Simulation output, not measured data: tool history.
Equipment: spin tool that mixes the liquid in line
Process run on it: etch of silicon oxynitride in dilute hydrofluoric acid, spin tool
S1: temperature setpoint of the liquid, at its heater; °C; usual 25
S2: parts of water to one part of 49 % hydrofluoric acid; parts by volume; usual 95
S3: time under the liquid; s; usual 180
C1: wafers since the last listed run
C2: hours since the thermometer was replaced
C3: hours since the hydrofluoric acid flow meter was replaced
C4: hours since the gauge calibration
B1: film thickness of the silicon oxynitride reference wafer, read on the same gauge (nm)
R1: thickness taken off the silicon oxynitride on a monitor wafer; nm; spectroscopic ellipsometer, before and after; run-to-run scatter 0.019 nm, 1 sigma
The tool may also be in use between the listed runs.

| run | hour | S1 | S2 | S3 | C1 | C2 | C3 | C4 | B1 | R1 |
|---|---|---|---|---|---|---|---|---|---|---|
| 1 | 0 | 25 | 95 | 180 | 0 | 1509.9 | 394 | 70.7 | 69.973 | 2.804 |
| 2 | 8.6 | 25 | 95 | 180 | 61 | 1518.5 | 402.6 | 79.3 | 69.975 | 2.815 |
| 3 | 25 | 25 | 95 | 180 | 117 | 1534.9 | 419 | 95.7 | 70.035 | 2.773 |
| 4 | 39.1 | 25 | 60 | 180 | 101 | 1549 | 433.1 | 109.8 | 69.995 | 4.576 |
| 5 | 55.9 | 25 | 60 | 180 | 120 | 1565.8 | 449.9 | 126.6 | 70.004 | 4.521 |
| 6 | 68.7 | 25 | 95 | 180 | 92 | 1578.6 | 462.7 | 139.4 | 69.983 | 2.761 |
| 7 | 84.6 | 25 | 95 | 180 | 114 | 1594.5 | 478.6 | 155.3 | 70.01 | 2.735 |
| 8 | 98.6 | 25 | 95 | 180 | 100 | 1608.5 | 492.6 | 169.3 | 69.996 | 2.748 |
| 9 | 108.4 | 25 | 125 | 180 | 70 | 1618.3 | 502.4 | 179.1 | 70.012 | 2.03 |
| 10 | 123.3 | 25 | 125 | 180 | 107 | 1633.2 | 517.3 | 194 | 69.995 | 2.004 |
| 11 | 132.9 | 27 | 50 | 260 | 69 | 1642.8 | 526.9 | 203.6 | 70.004 | 8.55 |
|  | 166.9 | gauge calibrated |
|  | 170.4 | thermometer replaced |
| 12 | 172.1 | 25 | 95 | 180 | 274 | 1.7 | 566.1 | 5.2 | 69.987 | 3.019 |
| 13 | 211.1 | 25 | 95 | 80 | 280 | 40.7 | 605.1 | 44.2 | 70.001 | 1.326 |
| 14 | 220.3 | 25 | 95 | 180 | 66 | 49.9 | 614.3 | 53.4 | 70.015 | 2.996 |
| 15 | 234.9 | 25 | 145 | 115 | 104 | 64.5 | 628.9 | 68 | 70.02 | 1.198 |
|  | 240 | hydrofluoric acid flow meter replaced |
| 16 | 243.4 | 28 | 130 | 115 | 53 | 73 | 3.4 | 76.5 | 70.032 | 1.729 |
| 17 | 259.9 | 29.5 | 95 | 215 | 118 | 89.5 | 19.9 | 93 | 69.997 | 4.855 |
| 18 | 272.8 | 28 | 70 | 180 | 92 | 102.4 | 32.8 | 105.9 | 70.014 | 5.258 |
| 19 | 282.7 | 26.5 | 45 | 210 | 71 | 112.3 | 42.7 | 115.8 | 69.961 | 9.016 |
| 20 | 299.6 | 22 | 115 | 130 | 121 | 129.2 | 59.6 | 132.7 | 70.024 | 1.652 |
| 21 | 312.2 | 21 | 140 | 110 | 90 | 141.8 | 72.2 | 145.3 | 70.016 | 1.076 |

Here are 5 independent what-if runs from the current tool condition. What would each one return?
| A | 312.7 | 25 | 95 | 180 | 3 | 142.3 | 72.7 | 145.8 | ? | ? |
| B | 312.7 | 22.5 | 95 | 240 | 3 | 142.3 | 72.7 | 145.8 | ? | ? |
| C | 312.7 | 22 | 130 | 180 | 3 | 142.3 | 72.7 | 145.8 | ? | ? |
| D | 312.7 | 25 | 140 | 250 | 3 | 142.3 | 72.7 | 145.8 | ? | ? |
| E | 312.7 | 28 | 135 | 150 | 3 | 142.3 | 72.7 | 145.8 | ? | ? |

| run | B1 | R1 |
|---|---|---|
| A | 70.007 | 3.24 |
| B | 70.007 | 3.836 |
| C | 70.007 | 1.997 |
| D | 70.007 | 2.937 |
| E | 70.007 | 2.102 |
Had the tool no hidden state, the same runs would have come out as:
| run | R1 |
|---|---|
| A | 3.419 |
| B | 4.048 |
| C | 2.109 |
| D | 3.102 |
| E | 2.219 |
